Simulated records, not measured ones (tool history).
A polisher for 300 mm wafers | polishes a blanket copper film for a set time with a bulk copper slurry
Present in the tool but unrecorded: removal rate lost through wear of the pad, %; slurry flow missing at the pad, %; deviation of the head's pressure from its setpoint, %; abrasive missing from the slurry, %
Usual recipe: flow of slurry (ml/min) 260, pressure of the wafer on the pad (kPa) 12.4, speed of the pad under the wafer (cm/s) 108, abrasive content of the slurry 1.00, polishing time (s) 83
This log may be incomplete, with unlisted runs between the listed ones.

run,hour,flow of slurry (ml/min),pressure of the wafer on the pad (kPa),speed of the pad under the wafer (cm/s),abrasive content of the slurry,polishing time (s),wafers since the last listed run,wafers polished on this pad,hours since the slurry nozzle was cleaned,hours since the head pressure was calibrated,hours since the slurry blender was calibrated,"incoming thickness of the incoming film, nm",film removed (Å)
1,0.0,260,12.4,108,1.05,83,0,19,2.7,343.9,149.8,2871.3,5426
2,48.4,260,12.4,108,1.00,83,351,370,51.1,392.3,198.2,2892.5,5444
3,81.0,260,12.4,108,1.00,83,236,607,83.7,424.9,230.8,2900.6,5472
4,148.2,260,12.4,108,1.00,83,487,1094,150.9,492.1,298.0,2919.4,5320
5,177.1,260,12.4,108,1.00,83,209,1304,179.8,521.0,326.9,2942.1,5269
# hour 201.9: head pressure recalibrated
6,241.8,260,12.4,108,1.00,83,454,1759,244.5,39.9,391.6,2895.1,5186
# hour 250.2: slurry blender recalibrated
# hour 303.6: worn pad replaced by a new one
7,374.0,260,12.4,108,1.00,83,915,510,376.7,172.1,123.8,2873.0,4783
8,418.7,260,12.4,108,1.00,83,324,834,421.4,216.8,168.5,2890.8,4754
9,490.6,260,12.4,108,1.00,83,521,1356,493.3,288.7,240.4,2921.1,4680
10,531.8,260,13.1,108,1.00,83,298,1655,534.5,329.9,281.6,2873.8,4946
11,556.8,260,13.1,108,1.00,83,181,1836,559.5,354.9,306.6,2946.5,4919
12,599.5,260,12.4,108,1.00,83,309,2146,602.2,397.6,349.3,2849.3,4495
# hour 639.5: slurry blender recalibrated
13,651.2,260,12.4,108,1.00,83,360,2506,653.9,449.3,11.7,2908.3,4552
# hour 658.0: worn pad replaced by a new one, repeated, since the last time left the tool worse
14,690.9,260,12.4,108,1.00,83,258,238,693.6,489.0,51.4,2856.0,5308
# hour 696.6: slurry nozzle cleaned
15,740.6,325,12.4,108,1.00,70,353,591,44.0,538.7,101.1,2896.3,4671
16,777.6,175,12.4,108,0.85,83,268,860,81.0,575.7,138.1,2942.2,4779
# hour 782.4: head pressure recalibrated
17,812.9,285,12.4,84,1.00,83,241,1101,116.3,30.5,173.4,2896.0,4203
18,859.1,260,12.4,108,1.10,83,335,1436,162.5,76.7,219.6,2901.5,5257
# hour 997.0: worn pad replaced by a new one
# hour 1008.2: slurry blender recalibrated
19,1060.4,260,12.4,96,1.00,83,1416,445,363.8,278.0,52.2,2861.7,4748
20,1103.7,260,12.4,108,1.00,83,314,759,407.1,321.3,95.5,2911.4,5266
21,1137.6,260,12.4,134,1.00,83,245,1005,441.0,355.2,129.4,2848.4,6560
22,1161.6,290,12.4,108,1.25,83,174,1179,465.0,379.2,153.4,2865.6,5691
23,1187.8,260,12.4,108,0.80,83,190,1369,491.2,405.4,179.6,2877.5,4810
24,1234.5,260,16.5,108,1.25,83,338,1708,537.9,452.1,226.3,2875.8,7271
# hour 1291.6: worn pad replaced by a new one
25,1296.8,260,12.4,108,1.00,83,422,38,600.2,514.4,288.6,2876.8,5545
# hour 1382.7: slurry nozzle cleaned
# hour 1384.1: slurry blender recalibrated
26,1404.6,305,12.4,138,0.75,102,764,802,21.9,622.2,20.5,2877.5,7672
# hour 1435.6: head pressure recalibrated
27,1458.3,260,9.0,108,1.00,83,375,1177,75.6,22.7,74.2,2890.8,3807
28,1484.4,260,12.4,108,1.00,83,189,1366,101.7,48.8,100.3,2929.4,5124
29,1540.4,315,12.4,136,1.30,57,406,1773,157.7,104.8,156.3,2858.7,4910

Branching from run 29: 3 alternative next runs. What would each branch give?
A,1540.9,260,12.4,108,1.00,83,3,1776,158.2,105.3,156.8,2939.7,?
B,1540.9,260,12.4,126,1.00,83,3,1776,158.2,105.3,156.8,2939.7,?
C,1540.9,260,12.4,92,1.00,83,3,1776,158.2,105.3,156.8,2939.7,?

run,film removed (Å)
A,5143
B,5952
C,4423
Without the tool's hidden state the same runs would have given:
run,film removed (Å)
A,5399
B,6249
C,4643
